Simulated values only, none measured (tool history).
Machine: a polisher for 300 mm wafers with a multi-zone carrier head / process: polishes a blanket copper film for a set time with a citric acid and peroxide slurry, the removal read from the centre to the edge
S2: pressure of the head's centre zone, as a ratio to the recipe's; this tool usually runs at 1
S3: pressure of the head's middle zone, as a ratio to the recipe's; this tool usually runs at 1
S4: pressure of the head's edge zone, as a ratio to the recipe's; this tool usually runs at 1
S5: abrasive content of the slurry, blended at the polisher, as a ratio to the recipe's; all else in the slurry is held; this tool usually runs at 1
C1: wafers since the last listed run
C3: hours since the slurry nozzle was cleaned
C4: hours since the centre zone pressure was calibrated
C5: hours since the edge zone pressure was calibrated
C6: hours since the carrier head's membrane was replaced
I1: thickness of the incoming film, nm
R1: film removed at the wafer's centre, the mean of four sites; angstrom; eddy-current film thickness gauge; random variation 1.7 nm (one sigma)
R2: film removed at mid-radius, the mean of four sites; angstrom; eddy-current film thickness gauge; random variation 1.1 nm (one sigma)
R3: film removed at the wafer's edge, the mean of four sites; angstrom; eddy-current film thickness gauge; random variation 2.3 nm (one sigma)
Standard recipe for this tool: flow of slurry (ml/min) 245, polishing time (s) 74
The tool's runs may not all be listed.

run 1 hour=0 | flow_of_slurry_(ml/min)=245 S2=1 S3=1 S4=1 S5=1 polishing_time_(s)=74 | C1=0 wafers_polished_on_this_pad=363 C3=79.7 C4=56.5 C5=41.5 C6=55.8 | I1=1192.2 | R1=1711 R2=1661 R3=1702
run 2 hour=32 | flow_of_slurry_(ml/min)=245 S2=0.92 S3=1 S4=1 S5=1 polishing_time_(s)=74 | C1=273 wafers_polished_on_this_pad=636 C3=111.7 C4=88.5 C5=73.5 C6=87.8 | I1=1187.8 | R1=1554 R2=1654 R3=1711
run 3 hour=60.5 | flow_of_slurry_(ml/min)=305 S2=1 S3=1 S4=1 S5=1 polishing_time_(s)=61 | C1=243 wafers_polished_on_this_pad=880 C3=140.2 C4=117 C5=102 C6=116.3 | I1=1188.4 | R1=1432 R2=1414 R3=1419
run 4 hour=85.7 | flow_of_slurry_(ml/min)=245 S2=1 S3=1 S4=1 S5=1 polishing_time_(s)=74 | C1=215 wafers_polished_on_this_pad=1096 C3=165.4 C4=142.2 C5=127.2 C6=141.5 | I1=1187.4 | R1=1703 R2=1674 R3=1709
run 5 hour=98.8 | flow_of_slurry_(ml/min)=245 S2=1 S3=1 S4=1 S5=1 polishing_time_(s)=74 | C1=112 wafers_polished_on_this_pad=1208 C3=178.5 C4=155.3 C5=140.3 C6=154.6 | I1=1193 | R1=1700 R2=1649 R3=1700
run 6 hour=111.3 | flow_of_slurry_(ml/min)=245 S2=1 S3=1 S4=1 S5=1 polishing_time_(s)=65 | C1=106 wafers_polished_on_this_pad=1315 C3=191 C4=167.8 C5=152.8 C6=167.1 | I1=1191.1 | R1=1499 R2=1470 R3=1508
run 7 hour=137.1 | flow_of_slurry_(ml/min)=295 S2=1 S3=1 S4=1 S5=1.1 polishing_time_(s)=74 | C1=220 wafers_polished_on_this_pad=1535 C3=216.8 C4=193.6 C5=178.6 C6=192.9 | I1=1174.8 | R1=1773 R2=1739 R3=1776
run 8 hour=149.4 | flow_of_slurry_(ml/min)=290 S2=0.96 S3=0.94 S4=1 S5=1 polishing_time_(s)=74 | C1=105 wafers_polished_on_this_pad=1640 C3=229.1 C4=205.9 C5=190.9 C6=205.2 | I1=1202 | R1=1626 R2=1631 R3=1721
-- hour=161 worn pad replaced by a new one
run 9 hour=180.4 | flow_of_slurry_(ml/min)=245 S2=1 S3=1 S4=1 S5=1 polishing_time_(s)=74 | C1=230 wafers_polished_on_this_pad=166 C3=260.1 C4=236.9 C5=221.9 C6=236.2 | I1=1171.7 | R1=1693 R2=1668 R3=1680
run 10 hour=193.7 | flow_of_slurry_(ml/min)=245 S2=1.09 S3=0.88 S4=1 S5=1 polishing_time_(s)=74 | C1=113 wafers_polished_on_this_pad=279 C3=273.4 C4=250.2 C5=235.2 C6=249.5 | I1=1180.6 | R1=1807 R2=1527 R3=1691
run 11 hour=246.3 | flow_of_slurry_(ml/min)=245 S2=1 S3=1 S4=0.96 S5=0.75 polishing_time_(s)=74 | C1=449 wafers_polished_on_this_pad=729 C3=326 C4=302.8 C5=287.8 C6=302.1 | I1=1187.4 | R1=1597 R2=1583 R3=1602
-- hour=334.9 slurry nozzle cleaned
-- hour=357.7 worn pad replaced by a new one
run 12 hour=358.2 | flow_of_slurry_(ml/min)=245 S2=1 S3=1.12 S4=1 S5=1 polishing_time_(s)=88 | C1=914 wafers_polished_on_this_pad=4 C3=23.3 C4=414.7 C5=399.7 C6=414 | I1=1184 | R1=1978 R2=2116 R3=2027
run 13 hour=379.2 | flow_of_slurry_(ml/min)=310 S2=1.08 S3=1 S4=1.03 S5=1 polishing_time_(s)=66 | C1=179 wafers_polished_on_this_pad=184 C3=44.3 C4=435.7 C5=420.7 C6=435 | I1=1188.8 | R1=1648 R2=1544 R3=1536
run 14 hour=391.6 | flow_of_slurry_(ml/min)=245 S2=1 S3=1 S4=1 S5=1 polishing_time_(s)=74 | C1=106 wafers_polished_on_this_pad=290 C3=56.7 C4=448.1 C5=433.1 C6=447.4 | I1=1193.8 | R1=1660 R2=1656 R3=1694
run 15 hour=415.7 | flow_of_slurry_(ml/min)=245 S2=1 S3=1 S4=1 S5=1.3 polishing_time_(s)=74 | C1=206 wafers_polished_on_this_pad=496 C3=80.8 C4=472.2 C5=457.2 C6=471.5 | I1=1187.1 | R1=1741 R2=1744 R3=1770
run 16 hour=446.4 | flow_of_slurry_(ml/min)=245 S2=0.91 S3=1 S4=1.12 S5=1.3 polishing_time_(s)=49 | C1=262 wafers_polished_on_this_pad=758 C3=111.5 C4=502.9 C5=487.9 C6=502.2 | I1=1177.5 | R1=1053 R2=1143 R3=1266
run 17 hour=466.3 | flow_of_slurry_(ml/min)=245 S2=1 S3=1 S4=1.09 S5=1.15 polishing_time_(s)=74 | C1=170 wafers_polished_on_this_pad=929 C3=131.4 C4=522.8 C5=507.8 C6=522.1 | I1=1175.9 | R1=1659 R2=1688 R3=1842
run 18 hour=496.2 | flow_of_slurry_(ml/min)=245 S2=1 S3=1.06 S4=0.96 S5=1 polishing_time_(s)=62 | C1=255 wafers_polished_on_this_pad=1184 C3=161.3 C4=552.7 C5=537.7 C6=552 | I1=1173.4 | R1=1361 R2=1466 R3=1396
run 19 hour=523.4 | flow_of_slurry_(ml/min)=245 S2=1 S3=1 S4=1 S5=1 polishing_time_(s)=74 | C1=232 wafers_polished_on_this_pad=1417 C3=188.5 C4=579.9 C5=564.9 C6=579.2 | I1=1209.8 | R1=1627 R2=1632 R3=1694
run 20 hour=542.2 | flow_of_slurry_(ml/min)=245 S2=1 S3=1 S4=1 S5=1 polishing_time_(s)=74 | C1=160 wafers_polished_on_this_pad=1578 C3=207.3 C4=598.7 C5=583.7 C6=598 | I1=1204 | R1=1620 R2=1677 R3=1709
-- hour=571.2 worn pad replaced by a new one
run 21 hour=576.2 | flow_of_slurry_(ml/min)=245 S2=1 S3=1 S4=0.9 S5=0.9 polishing_time_(s)=92 | C1=256 wafers_polished_on_this_pad=42 C3=241.3 C4=632.7 C5=617.7 C6=632 | I1=1163.2 | R1=1972 R2=2014 R3=1950

Hidden condition of the tool, last listed run before each entry between runs versus first listed run after:
Logged between run 8 and run 9: worn pad replaced by a new one (hour 161)
  deviation of the centre zone's pressure from its setpoint, %: -0.701 -> -0.989
  difference, measured minus the result without the unlogged condition, R1: -11 -> -16 angstrom
Logged between run 11 and run 12: slurry nozzle cleaned (hour 334.9); worn pad replaced by a new one (hour 357.7)
  deviation of the centre zone's pressure from its setpoint, %: -1.6 -> -2.64
  difference, measured minus the result without the unlogged condition, R1: -25 -> -51 angstrom
Logged between run 20 and run 21: worn pad replaced by a new one (hour 571.2)
  deviation of the centre zone's pressure from its setpoint, %: -4.35 -> -4.66
  difference, measured minus the result without the unlogged condition, R1: -71 -> -93 angstrom

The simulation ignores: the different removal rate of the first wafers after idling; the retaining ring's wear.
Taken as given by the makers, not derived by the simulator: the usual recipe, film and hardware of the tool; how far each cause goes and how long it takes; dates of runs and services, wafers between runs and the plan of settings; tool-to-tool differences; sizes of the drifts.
